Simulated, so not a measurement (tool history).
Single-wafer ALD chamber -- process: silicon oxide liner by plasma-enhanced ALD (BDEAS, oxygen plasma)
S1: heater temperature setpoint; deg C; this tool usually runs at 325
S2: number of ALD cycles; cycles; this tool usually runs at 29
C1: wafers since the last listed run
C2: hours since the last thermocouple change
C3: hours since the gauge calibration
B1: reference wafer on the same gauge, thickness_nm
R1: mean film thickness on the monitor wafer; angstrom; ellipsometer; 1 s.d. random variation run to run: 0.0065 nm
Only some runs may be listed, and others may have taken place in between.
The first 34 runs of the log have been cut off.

run 35 hour=2130.3 | S1=312 S2=26 | C1=2738 C2=1193.1 C3=1229.1 | B1=3.1 | R1=23.77
-- hour=2152.1 thermocouple changed; heater temperature recalibrated
run 36 hour=2158.5 | S1=339 S2=33 | C1=267 C2=6.4 C3=1257.3 | B1=3.096 | R1=29.26
run 37 hour=2188.9 | S1=339 S2=29 | C1=402 C2=36.8 C3=1287.7 | B1=3.096 | R1=25.69
run 38 hour=2338.6 | S1=315 S2=29 | C1=1981 C2=186.5 C3=1437.4 | B1=3.086 | R1=26.43
run 39 hour=2408.6 | S1=325 S2=29 | C1=926 C2=256.5 C3=1507.4 | B1=3.09 | R1=26.02
run 40 hour=2464.6 | S1=325 S2=29 | C1=741 C2=312.5 C3=1563.4 | B1=3.087 | R1=26.14
run 41 hour=2518.6 | S1=325 S2=29 | C1=714 C2=366.5 C3=1617.4 | B1=3.084 | R1=25.98
run 42 hour=2563 | S1=337 S2=27 | C1=587 C2=410.9 C3=1661.8 | B1=3.085 | R1=23.78
run 43 hour=2619 | S1=325 S2=29 | C1=741 C2=466.9 C3=1717.8 | B1=3.082 | R1=25.96
run 44 hour=2667.9 | S1=313 S2=29 | C1=647 C2=515.8 C3=1766.7 | B1=3.081 | R1=26.32
run 45 hour=2713.2 | S1=331 S2=25 | C1=599 C2=561.1 C3=1812 | B1=3.079 | R1=22.17

Branching from run 45: 3 alternative next runs. What would each branch give?
run A hour=2713.6 | S1=325 S2=29 | C1=5 C2=561.5 C3=1812.4 | B1=? | R1=?
run B hour=2713.6 | S1=332 S2=32 | C1=5 C2=561.5 C3=1812.4 | B1=? | R1=?
run C hour=2713.6 | S1=319 S2=34 | C1=5 C2=561.5 C3=1812.4 | B1=? | R1=?

run=A B1=3.074 R1=25.84
run=B B1=3.074 R1=28.26
run=C B1=3.074 R1=30.53
Stripped of hidden state, with their random variation kept, the same runs would have yielded:
run=A R1=26.11
run=B R1=28.56
run=C R1=30.85
